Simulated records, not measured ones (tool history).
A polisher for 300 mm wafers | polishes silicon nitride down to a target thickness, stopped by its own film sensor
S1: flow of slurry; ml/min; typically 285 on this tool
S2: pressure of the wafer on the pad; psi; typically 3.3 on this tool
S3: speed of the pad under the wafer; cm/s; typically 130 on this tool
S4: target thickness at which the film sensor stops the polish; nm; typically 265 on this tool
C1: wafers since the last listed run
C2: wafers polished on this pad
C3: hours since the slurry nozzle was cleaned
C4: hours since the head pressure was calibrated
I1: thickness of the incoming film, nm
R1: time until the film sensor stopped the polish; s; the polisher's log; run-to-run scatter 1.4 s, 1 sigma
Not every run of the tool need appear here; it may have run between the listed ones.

Run 1, hour 0: usual settings but S2 2.7 psi; C1 0; C2 317; C3 73; C4 407.5; I1 431.2. Result: R1 82.4 s.
Run 2, hour 27.6: usual settings but S2 2.7 psi; C1 219; C2 536; C3 100.6; C4 435.1; I1 426.7. Result: R1 79.5 s.
Run 3, hour 52.1: usual settings but S2 2.7 psi; C1 194; C2 730; C3 125.1; C4 459.6; I1 436.4. Result: R1 87.9 s.
Run 4, hour 69.2: usual settings; C1 135; C2 866; C3 142.2; C4 476.7; I1 430.4. Result: R1 71.1 s.
At hour 75.2: worn pad replaced by a new one.
Run 5, hour 103: usual settings; C1 236; C2 220; C3 176; C4 510.5; I1 435. Result: R1 74.3 s.
Run 6, hour 137.3: usual settings but S1 230 ml/min; C1 272; C2 492; C3 210.3; C4 544.8; I1 432.4. Result: R1 74.2 s.
At hour 151.1: slurry nozzle cleaned.
Run 7, hour 164.5: usual settings; C1 207; C2 700; C3 13.4; C4 572; I1 428.3. Result: R1 70.8 s.
At hour 169.9: worn pad replaced by a new one.
Run 8, hour 192.7: usual settings; C1 192; C2 180; C3 41.6; C4 600.2; I1 430. Result: R1 72.1 s.
At hour 211.6: head pressure recalibrated.
Run 9, hour 217.8: usual settings but S2 4.3 psi, S4 300 nm; C1 183; C2 364; C3 66.7; C4 6.2; I1 430.7. Result: R1 47.7 s.

Run 10 has not been measured yet. What should we expect?
Run 10, hour 245.6: usual settings but S1 315 ml/min, S2 4.3 psi, S4 224 nm; C1 220; C2 584; C3 94.5; C4 34; I1 428.9. Result: R1 ?.

{"run 10": {"R1": 71}}
The same run, on a tool lacking any hidden state, would have yielded R1 71 s.
